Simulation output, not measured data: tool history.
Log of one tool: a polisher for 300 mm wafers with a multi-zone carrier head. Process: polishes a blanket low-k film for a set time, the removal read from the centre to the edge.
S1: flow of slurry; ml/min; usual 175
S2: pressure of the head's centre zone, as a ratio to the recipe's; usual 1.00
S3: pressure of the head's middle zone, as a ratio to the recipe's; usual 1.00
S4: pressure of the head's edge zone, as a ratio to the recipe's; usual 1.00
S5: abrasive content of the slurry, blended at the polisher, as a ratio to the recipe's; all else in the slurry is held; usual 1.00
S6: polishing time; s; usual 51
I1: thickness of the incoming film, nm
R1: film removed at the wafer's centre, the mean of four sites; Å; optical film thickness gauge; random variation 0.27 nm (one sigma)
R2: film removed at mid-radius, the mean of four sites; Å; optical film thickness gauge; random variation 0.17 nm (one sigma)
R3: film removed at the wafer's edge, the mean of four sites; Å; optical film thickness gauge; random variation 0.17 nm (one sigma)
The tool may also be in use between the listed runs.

run 1 hour=0.0 | S1=175 S2=1.00 S3=1.00 S4=1.00 S5=1.00 S6=51 | I1=575.3 | R1=202 R2=184 R3=193
-- hour=21.2 carrier head's membrane replaced by a new one
run 2 hour=49.0 | S1=175 S2=1.00 S3=1.00 S4=1.00 S5=1.00 S6=51 | I1=566.6 | R1=196 R2=188 R3=191
-- hour=130.4 worn pad replaced by a new one
run 3 hour=148.6 | S1=175 S2=1.00 S3=1.00 S4=1.00 S5=1.00 S6=51 | I1=577.9 | R1=202 R2=187 R3=194
run 4 hour=205.8 | S1=175 S2=1.00 S3=1.00 S4=0.97 S5=1.00 S6=51 | I1=568.1 | R1=195 R2=186 R3=191
run 5 hour=308.9 | S1=175 S2=0.93 S3=1.00 S4=1.00 S5=1.00 S6=51 | I1=578.8 | R1=182 R2=185 R3=191
-- hour=340.4 worn pad replaced by a new one
run 6 hour=355.6 | S1=175 S2=0.93 S3=1.00 S4=1.00 S5=1.00 S6=51 | I1=571.9 | R1=187 R2=187 R3=194
run 7 hour=447.8 | S1=175 S2=0.93 S3=1.00 S4=1.00 S5=1.00 S6=51 | I1=559.5 | R1=187 R2=184 R3=196
run 8 hour=531.4 | S1=175 S2=1.00 S3=1.00 S4=1.00 S5=1.00 S6=51 | I1=578.0 | R1=201 R2=187 R3=194
-- hour=550.7 carrier head's membrane replaced by a new one
-- hour=554.3 centre zone pressure recalibrated
-- hour=585.4 worn pad replaced by a new one
run 9 hour=636.0 | S1=160 S2=1.00 S3=1.00 S4=1.00 S5=1.15 S6=51 | I1=569.5 | R1=222 R2=193 R3=207
-- hour=655.7 slurry nozzle cleaned
run 10 hour=738.4 | S1=175 S2=1.00 S3=1.00 S4=1.00 S5=1.00 S6=65 | I1=575.5 | R1=276 R2=235 R3=243
-- hour=776.8 worn pad replaced by a new one
-- hour=780.7 edge zone pressure recalibrated
run 11 hour=798.3 | S1=175 S2=1.00 S3=1.00 S4=1.00 S5=1.00 S6=51 | I1=578.2 | R1=214 R2=185 R3=194
-- hour=827.9 centre zone pressure recalibrated, repeated, since the last time left the tool worse
run 12 hour=842.4 | S1=175 S2=1.00 S3=1.00 S4=1.11 S5=1.10 S6=51 | I1=564.8 | R1=195 R2=194 R3=210
run 13 hour=912.8 | S1=175 S2=0.95 S3=0.88 S4=1.00 S5=0.85 S6=44 | I1=560.7 | R1=146 R2=131 R3=157
-- hour=967.7 worn pad replaced by a new one
run 14 hour=978.9 | S1=175 S2=1.00 S3=1.00 S4=1.00 S5=1.00 S6=51 | I1=571.2 | R1=189 R2=186 R3=192
run 15 hour=1042.6 | S1=175 S2=1.00 S3=1.00 S4=1.00 S5=1.00 S6=51 | I1=567.9 | R1=192 R2=185 R3=190
-- hour=1058.8 carrier head's membrane replaced by a new one
run 16 hour=1101.0 | S1=175 S2=1.00 S3=1.00 S4=1.00 S5=1.00 S6=37 | I1=569.0 | R1=141 R2=134 R3=138

What the log doesn't show, run by run:
removal rate lost through wear of the pad, %: 0 in every run
slurry flow missing at the pad, %: 0 in every run
deviation of the edge zone's pressure from its setpoint, %: 0 in every run
H1: deviation of the centre zone's pressure from its setpoint, %
run=1 H1=5.64
run=2 H1=5.77
run=3 H1=5.99
run=4 H1=6.09
run=5 H1=6.24
run=6 H1=6.3
run=7 H1=6.4
run=8 H1=6.47
run=9 H1=13.6
run=10 H1=14.8
run=11 H1=15.3
run=12 H1=0.889
run=13 H1=1.89
run=14 H1=2.69
run=15 H1=3.34
run=16 H1=3.86

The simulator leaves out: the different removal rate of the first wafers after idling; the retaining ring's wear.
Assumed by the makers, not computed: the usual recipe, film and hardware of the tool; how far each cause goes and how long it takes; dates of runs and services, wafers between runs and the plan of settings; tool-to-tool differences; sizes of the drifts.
